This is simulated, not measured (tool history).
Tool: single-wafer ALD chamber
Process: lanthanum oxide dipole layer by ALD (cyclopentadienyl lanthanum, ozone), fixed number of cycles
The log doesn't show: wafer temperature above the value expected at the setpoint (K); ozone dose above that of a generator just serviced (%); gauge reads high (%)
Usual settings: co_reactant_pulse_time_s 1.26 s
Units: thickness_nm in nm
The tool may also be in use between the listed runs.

run	day	co_reactant_pulse_time_s	wafers since the last listed run	hours since the last thermocouple change	hours since the last ozone generator service	hours since the showerhead was replaced	hours since the gauge calibration	read-back reference wafer on the same gauge, thickness_nm	thickness_nm
1	0.000	0.89	0	1177.3	490.4	5505.2	157.8	0.654	0.508
2	0.683	1.26	179	1193.7	506.8	5521.6	174.2	0.655	0.542
3	1.833	1.26	301	1221.3	534.4	5549.2	201.8	0.654	0.535
4	2.346	1.26	134	1233.6	546.7	5561.5	214.1	0.655	0.540
5	3.629	1.26	336	1264.4	577.5	5592.3	244.9	0.654	0.538
6	4.875	1.26	326	1294.3	607.4	5622.2	274.8	0.654	0.536
7	6.242	1.26	358	1327.1	640.2	5655.0	307.6	0.655	0.540
8	7.429	1.26	311	1355.6	668.7	5683.5	336.1	0.654	0.541
9	8.733	1.02	341	1386.9	700.0	5714.8	367.4	0.654	0.520
10	9.733	1.02	262	1410.9	724.0	5738.8	391.4	0.654	0.513
11	10.792	1.02	277	1436.3	749.4	5764.2	416.8	0.654	0.518
12	11.408	1.45	161	1451.1	764.2	5779.0	431.6	0.653	0.547
13	12.233	1.45	216	1470.9	784.0	5798.8	451.4	0.654	0.553
14	13.142	1.26	238	1492.7	805.8	5820.6	473.2	0.655	0.535
15	13.646	1.58	132	1504.8	817.9	5832.7	485.3	0.655	0.555
16	15.012	0.86	358	1537.6	850.7	5865.5	518.1	0.653	0.502
# day 15.554: showerhead replaced
17	15.988	0.80	168	1561.0	874.1	10.4	541.5	0.655	0.492
18	16.558	1.52	149	1574.7	887.8	24.1	555.2	0.654	0.553
19	17.542	0.77	257	1598.3	911.4	47.7	578.8	0.653	0.489
# day 19.696: ozone generator serviced
20	20.088	1.43	580	1659.4	9.4	108.8	639.9	0.653	0.571
21	21.379	1.73	338	1690.4	40.4	139.8	670.9	0.655	0.582
22	22.675	1.65	339	1721.5	71.5	170.9	702.0	0.654	0.576
23	23.492	0.78	214	1741.1	91.1	190.5	721.6	0.654	0.518
# day 23.588: gauge calibrated
# day 24.150: thermocouple changed; heater temperature recalibrated
24	24.288	0.96	121	3.3	110.2	209.6	16.8	0.654	0.530
25	25.425	0.88	298	30.6	137.5	236.9	44.1	0.653	0.524
26	26.617	1.26	312	59.2	166.1	265.5	72.7	0.654	0.551
27	27.742	0.84	294	86.2	193.1	292.5	99.7	0.654	0.517
28	28.742	1.67	262	110.2	217.1	316.5	123.7	0.654	0.574
29	30.021	1.26	335	140.9	247.8	347.2	154.4	0.654	0.547
30	34.225	0.88	1102	241.8	348.7	448.1	255.3	0.653	0.515

Forecast each of these 3 alternatives for the next run:
A	34.242	1.26	4	242.2	349.1	448.5	255.7	?	?
B	34.242	1.64	4	242.2	349.1	448.5	255.7	?	?
C	34.242	1.70	4	242.2	349.1	448.5	255.7	?	?

run	read-back reference wafer on the same gauge, thickness_nm	thickness_nm
A	0.653	0.544
B	0.653	0.566
C	0.653	0.568
Without the tool's hidden state the same runs would have given:
run	thickness_nm
A	0.561
B	0.579
C	0.581
